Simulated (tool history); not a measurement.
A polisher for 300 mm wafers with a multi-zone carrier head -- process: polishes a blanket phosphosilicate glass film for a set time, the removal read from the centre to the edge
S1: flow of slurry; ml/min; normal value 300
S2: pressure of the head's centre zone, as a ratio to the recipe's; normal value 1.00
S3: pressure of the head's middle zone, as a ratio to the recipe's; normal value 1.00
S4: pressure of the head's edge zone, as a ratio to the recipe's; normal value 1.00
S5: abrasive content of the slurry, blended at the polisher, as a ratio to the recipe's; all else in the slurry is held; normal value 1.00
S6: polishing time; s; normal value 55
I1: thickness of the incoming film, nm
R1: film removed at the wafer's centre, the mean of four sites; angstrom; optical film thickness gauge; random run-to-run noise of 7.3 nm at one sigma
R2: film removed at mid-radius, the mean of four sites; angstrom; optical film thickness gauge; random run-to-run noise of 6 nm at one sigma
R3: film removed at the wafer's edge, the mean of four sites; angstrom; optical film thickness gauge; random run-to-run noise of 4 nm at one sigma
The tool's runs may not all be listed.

| run | hour | S1 | S2 | S3 | S4 | S5 | S6 | I1 | R1 | R2 | R3 |
|---|---|---|---|---|---|---|---|---|---|---|---|
| 1 | 0.0 | 300 | 1.00 | 1.00 | 1.00 | 1.15 | 55 | 4169.6 | 6200 | 6113 | 6052 |
|  | 68.5 | edge zone pressure recalibrated |
| 2 | 90.9 | 300 | 1.00 | 1.00 | 1.00 | 1.15 | 55 | 4167.5 | 6129 | 6145 | 5982 |
|  | 102.7 | slurry nozzle cleaned |
| 3 | 128.6 | 300 | 1.00 | 1.04 | 0.93 | 1.00 | 55 | 4209.3 | 5908 | 6028 | 5562 |
|  | 209.6 | worn pad replaced by a new one |
| 4 | 212.2 | 300 | 1.00 | 1.00 | 1.06 | 0.85 | 55 | 4183.4 | 5509 | 5606 | 5568 |
| 5 | 312.8 | 300 | 1.00 | 1.00 | 1.06 | 0.85 | 55 | 4263.2 | 5324 | 5486 | 5626 |
|  | 393.7 | worn pad replaced by a new one |
| 6 | 416.7 | 300 | 1.00 | 1.00 | 1.06 | 0.85 | 55 | 4205.7 | 5380 | 5438 | 5572 |
|  | 443.0 | carrier head's membrane replaced by a new one |
| 7 | 505.3 | 300 | 1.00 | 1.00 | 1.00 | 1.00 | 55 | 4163.0 | 5688 | 5678 | 5693 |
|  | 606.3 | worn pad replaced by a new one |
| 8 | 607.2 | 355 | 1.00 | 1.00 | 1.00 | 1.00 | 55 | 4195.3 | 5497 | 5833 | 5800 |
|  | 622.2 | slurry nozzle cleaned |
| 9 | 701.1 | 355 | 1.00 | 1.00 | 1.00 | 1.00 | 55 | 4178.0 | 5489 | 5816 | 5758 |
|  | 747.5 | centre zone pressure recalibrated |
| 10 | 783.1 | 300 | 1.00 | 1.04 | 1.00 | 1.00 | 55 | 4170.9 | 5926 | 6056 | 5783 |
|  | 786.4 | edge zone pressure recalibrated |
|  | 827.8 | worn pad replaced by a new one |
| 11 | 879.1 | 300 | 1.04 | 1.00 | 1.00 | 1.00 | 37 | 4099.4 | 4141 | 3955 | 3869 |
| 12 | 937.3 | 210 | 1.07 | 0.91 | 0.96 | 1.00 | 55 | 4215.0 | 6038 | 5166 | 5604 |
| 13 | 990.2 | 210 | 1.00 | 1.00 | 1.00 | 1.20 | 55 | 4237.1 | 5981 | 6129 | 6038 |
|  | 1055.8 | worn pad replaced by a new one |
| 14 | 1082.6 | 300 | 1.00 | 0.97 | 1.00 | 1.00 | 55 | 4205.3 | 5760 | 5679 | 5815 |

Predict each of these 3 candidate next runs independently; none follows another, all start after run 14:
| A | 1083.0 | 300 | 1.00 | 1.00 | 0.96 | 1.00 | 55 | 4132.4 | ? | ? | ? |
| B | 1083.0 | 300 | 1.00 | 1.07 | 1.00 | 1.00 | 55 | 4132.4 | ? | ? | ? |
| C | 1083.0 | 300 | 0.93 | 1.00 | 1.00 | 1.00 | 47 | 4132.4 | ? | ? | ? |

| run | R1 | R2 | R3 |
|---|---|---|---|
| A | 5811 | 5861 | 5663 |
| B | 5814 | 6207 | 5769 |
| C | 4616 | 5010 | 4935 |
With the hidden condition removed and each run's random variation left untouched, the same runs would have given:
| run | R1 | R2 | R3 |
|---|---|---|---|
| A | 5844 | 5860 | 5663 |
| B | 5846 | 6206 | 5769 |
| C | 4641 | 5010 | 4935 |
